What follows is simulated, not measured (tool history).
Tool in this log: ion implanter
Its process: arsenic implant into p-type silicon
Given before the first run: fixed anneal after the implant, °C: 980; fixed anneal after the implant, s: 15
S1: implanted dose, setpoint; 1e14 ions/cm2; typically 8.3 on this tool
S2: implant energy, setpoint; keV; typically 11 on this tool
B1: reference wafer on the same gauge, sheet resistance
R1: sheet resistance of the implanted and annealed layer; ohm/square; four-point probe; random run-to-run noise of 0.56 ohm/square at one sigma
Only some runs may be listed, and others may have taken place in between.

Run 1, day 0: usual settings; B1 176.99. Result: R1 194 ohm/square.
Run 2, day 0.729: usual settings; B1 176.95. Result: R1 193.13 ohm/square.
Run 3, day 1.096: usual settings; B1 176.86. Result: R1 192.59 ohm/square.
Run 4, day 1.808: usual settings; B1 177.18. Result: R1 192.92 ohm/square.
Run 5, day 2.246: usual settings; B1 177.01. Result: R1 193.32 ohm/square.
Run 6, day 2.604: usual settings but S1 7.28 1e14 ions/cm2, S2 10 keV; B1 177.14. Result: R1 207.18 ohm/square.
Run 7, day 3.354: usual settings; B1 176.82. Result: R1 193.09 ohm/square.
Run 8, day 3.9: usual settings; B1 177.08. Result: R1 194.47 ohm/square.
Run 9, day 4.204: usual settings; B1 177.13. Result: R1 193.39 ohm/square.
Run 10, day 5.833: usual settings; B1 177.29. Result: R1 193.75 ohm/square.
Run 11, day 6.321: usual settings; B1 176.86. Result: R1 192.21 ohm/square.
Run 12, day 6.675: usual settings; B1 177.12. Result: R1 193.52 ohm/square.
Run 13, day 6.938: usual settings; B1 176.96. Result: R1 194.04 ohm/square.
Run 14, day 7.604: usual settings; B1 177.3. Result: R1 192.93 ohm/square.
Run 15, day 8.338: usual settings but S1 10.25 1e14 ions/cm2; B1 177.05. Result: R1 182.82 ohm/square.
Run 16, day 8.983: usual settings but S1 10.25 1e14 ions/cm2; B1 177. Result: R1 182.02 ohm/square.
Run 17, day 9.288: usual settings but S1 10.25 1e14 ions/cm2; B1 177.05. Result: R1 182.4 ohm/square.
At day 9.729: extraction supply calibrated.
Run 18, day 9.904: usual settings; B1 176.95. Result: R1 193.68 ohm/square.
Run 19, day 10.183: usual settings; B1 177.06. Result: R1 192.84 ohm/square.
Run 20, day 10.588: usual settings but S1 9.92 1e14 ions/cm2, S2 13.5 keV; B1 176.96. Result: R1 174.09 ohm/square.
Run 21, day 11.175: usual settings but S1 8.93 1e14 ions/cm2, S2 7.5 keV; B1 177.1. Result: R1 205.79 ohm/square.
Run 22, day 11.458: usual settings but S1 9.41 1e14 ions/cm2, S2 8.5 keV; B1 177.11. Result: R1 197.36 ohm/square.
Run 23, day 12.117: usual settings but S2 12 keV; B1 176.93. Result: R1 189.59 ohm/square.
Run 24, day 12.833: usual settings but S1 6.88 1e14 ions/cm2, S2 9.5 keV; B1 176.99. Result: R1 213.22 ohm/square.
Run 25, day 13.521: usual settings but S1 6.63 1e14 ions/cm2, S2 13.5 keV; B1 176.7. Result: R1 203.75 ohm/square.
Run 26, day 14.254: usual settings but S2 8.5 keV; B1 177.09. Result: R1 204.37 ohm/square.
At day 14.388: gauge calibrated.
At day 14.783: Faraday cup replaced and dose calibrated.
Run 27, day 14.804: usual settings but S1 9.24 1e14 ions/cm2, S2 13.5 keV; B1 177.13. Result: R1 178.18 ohm/square.
Run 28, day 14.95: usual settings; B1 177.1. Result: R1 193.77 ohm/square.
Run 29, day 15.6: usual settings; B1 177.02. Result: R1 192.51 ohm/square.
Run 30, day 16.154: usual settings; B1 176.97. Result: R1 192.95 ohm/square.
Run 31, day 16.758: usual settings; B1 176.96. Result: R1 193.2 ohm/square.
Run 32, day 17.325: usual settings but S1 10.24 1e14 ions/cm2, S2 13 keV; B1 177.06. Result: R1 175.22 ohm/square.
Run 33, day 17.767: usual settings but S1 9.35 1e14 ions/cm2, S2 13.5 keV; B1 177.2. Result: R1 177.3 ohm/square.
Run 34, day 18.029: usual settings; B1 176.85. Result: R1 193.05 ohm/square.
Run 35, day 19.038: usual settings but S1 6.73 1e14 ions/cm2, S2 7.5 keV; B1 176.82. Result: R1 223.54 ohm/square.
Run 36, day 19.662: usual settings but S1 9.95 1e14 ions/cm2, S2 14.5 keV; B1 177.18. Result: R1 170.84 ohm/square.
Run 37, day 20.025: usual settings; B1 177.04. Result: R1 193.37 ohm/square.

4 ways to go on from here, each from the tool as it stands after run 37. What would each give?
Run A, day 20.042: usual settings but S2 12.5 keV; B1 ?. Result: R1 ?.
Run B, day 20.042: usual settings but S1 9.67 1e14 ions/cm2, S2 7.5 keV; B1 ?. Result: R1 ?.
Run C, day 20.042: usual settings but S1 9.55 1e14 ions/cm2, S2 12.5 keV; B1 ?. Result: R1 ?.
Run D, day 20.042: usual settings but S1 5.97 1e14 ions/cm2; B1 ?. Result: R1 ?.

run      B1      R1
  A  176.88  187.06
  B  176.88  200.56
  C  176.88  178.84
  D  176.88  220.52
Without the tool's unlogged condition, the same runs would have read:
run      R1
  A  187.06
  B  200.56
  C  178.84
  D  220.52
